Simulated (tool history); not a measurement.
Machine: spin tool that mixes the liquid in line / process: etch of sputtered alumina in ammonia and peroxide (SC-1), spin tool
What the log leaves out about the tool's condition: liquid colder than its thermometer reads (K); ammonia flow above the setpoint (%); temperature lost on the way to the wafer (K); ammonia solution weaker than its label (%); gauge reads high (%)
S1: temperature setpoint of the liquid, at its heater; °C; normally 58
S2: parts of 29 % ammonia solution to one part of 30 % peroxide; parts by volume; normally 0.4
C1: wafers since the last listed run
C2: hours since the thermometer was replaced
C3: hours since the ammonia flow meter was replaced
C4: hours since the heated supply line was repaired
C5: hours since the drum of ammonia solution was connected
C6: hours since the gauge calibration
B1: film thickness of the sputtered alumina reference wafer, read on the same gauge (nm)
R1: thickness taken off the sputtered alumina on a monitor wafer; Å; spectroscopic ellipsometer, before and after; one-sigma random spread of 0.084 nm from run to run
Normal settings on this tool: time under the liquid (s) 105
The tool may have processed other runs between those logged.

run 1 hour=0 | S1=58 S2=0.4 time_under_the_liquid_(s)=105 | C1=0 C2=601.2 C3=2 C4=1411.9 C5=550.6 C6=413.1 | B1=79.99 | R1=97.1
-- hour=15 thermometer replaced
run 2 hour=60.5 | S1=58 S2=0.4 time_under_the_liquid_(s)=105 | C1=446 C2=45.5 C3=62.5 C4=1472.4 C5=611.1 C6=473.6 | B1=79.99 | R1=101.6
run 3 hour=126.7 | S1=58 S2=0.4 time_under_the_liquid_(s)=105 | C1=496 C2=111.7 C3=128.7 C4=1538.6 C5=677.3 C6=539.8 | B1=80 | R1=99.9
run 4 hour=152.8 | S1=64.5 S2=0.4 time_under_the_liquid_(s)=105 | C1=195 C2=137.8 C3=154.8 C4=1564.7 C5=703.4 C6=565.9 | B1=80.02 | R1=139.6
run 5 hour=183.1 | S1=64.5 S2=0.4 time_under_the_liquid_(s)=105 | C1=227 C2=168.1 C3=185.1 C4=1595 C5=733.7 C6=596.2 | B1=80 | R1=138
-- hour=211 new drum of ammonia solution connected
run 6 hour=235.4 | S1=58 S2=0.4 time_under_the_liquid_(s)=105 | C1=385 C2=220.4 C3=237.4 C4=1647.3 C5=24.4 C6=648.5 | B1=80.02 | R1=101
run 7 hour=299.4 | S1=58 S2=0.4 time_under_the_liquid_(s)=105 | C1=480 C2=284.4 C3=301.4 C4=1711.3 C5=88.4 C6=712.5 | B1=80.04 | R1=99.5
run 8 hour=358.5 | S1=58 S2=0.4 time_under_the_liquid_(s)=105 | C1=443 C2=343.5 C3=360.5 C4=1770.4 C5=147.5 C6=771.6 | B1=80 | R1=99.2
run 9 hour=390.6 | S1=58 S2=0.4 time_under_the_liquid_(s)=105 | C1=240 C2=375.6 C3=392.6 C4=1802.5 C5=179.6 C6=803.7 | B1=80 | R1=99.6
run 10 hour=424.9 | S1=58 S2=0.4 time_under_the_liquid_(s)=105 | C1=257 C2=409.9 C3=426.9 C4=1836.8 C5=213.9 C6=838 | B1=80.01 | R1=99.7
run 11 hour=465.3 | S1=58 S2=0.4 time_under_the_liquid_(s)=60 | C1=303 C2=450.3 C3=467.3 C4=1877.2 C5=254.3 C6=878.4 | B1=80 | R1=56.3
run 12 hour=501.5 | S1=58 S2=0.3 time_under_the_liquid_(s)=75 | C1=271 C2=486.5 C3=503.5 C4=1913.4 C5=290.5 C6=914.6 | B1=79.98 | R1=68
-- hour=536.3 ammonia flow meter replaced
run 13 hour=539.9 | S1=51 S2=0.4 time_under_the_liquid_(s)=130 | C1=280 C2=524.9 C3=3.6 C4=1951.8 C5=328.9 C6=953 | B1=79.99 | R1=84.5
run 14 hour=576.7 | S1=58 S2=0.4 time_under_the_liquid_(s)=135 | C1=276 C2=561.7 C3=40.4 C4=1988.6 C5=365.7 C6=989.8 | B1=80 | R1=126.7
run 15 hour=624.6 | S1=52.5 S2=0.4 time_under_the_liquid_(s)=170 | C1=359 C2=609.6 C3=88.3 C4=2036.5 C5=413.6 C6=1037.7 | B1=79.99 | R1=117.3
run 16 hour=719.9 | S1=58 S2=0.4 time_under_the_liquid_(s)=105 | C1=715 C2=704.9 C3=183.6 C4=2131.8 C5=508.9 C6=1133 | B1=79.98 | R1=96

What will run 17 give?
-- hour=734.8 gauge calibrated
-- hour=781.5 thermometer replaced
run 17 hour=792.2 | S1=52.5 S2=0.4 time_under_the_liquid_(s)=170 | C1=535 C2=10.7 C3=255.9 C4=2204.1 C5=581.2 C6=57.4 | B1=? | R1=?

Run 17 gave B1 80.02, R1 121.9 Å.
If the tool had no hidden condition, the same run with the same run-to-run variation would have returned R1 122.1 Å.
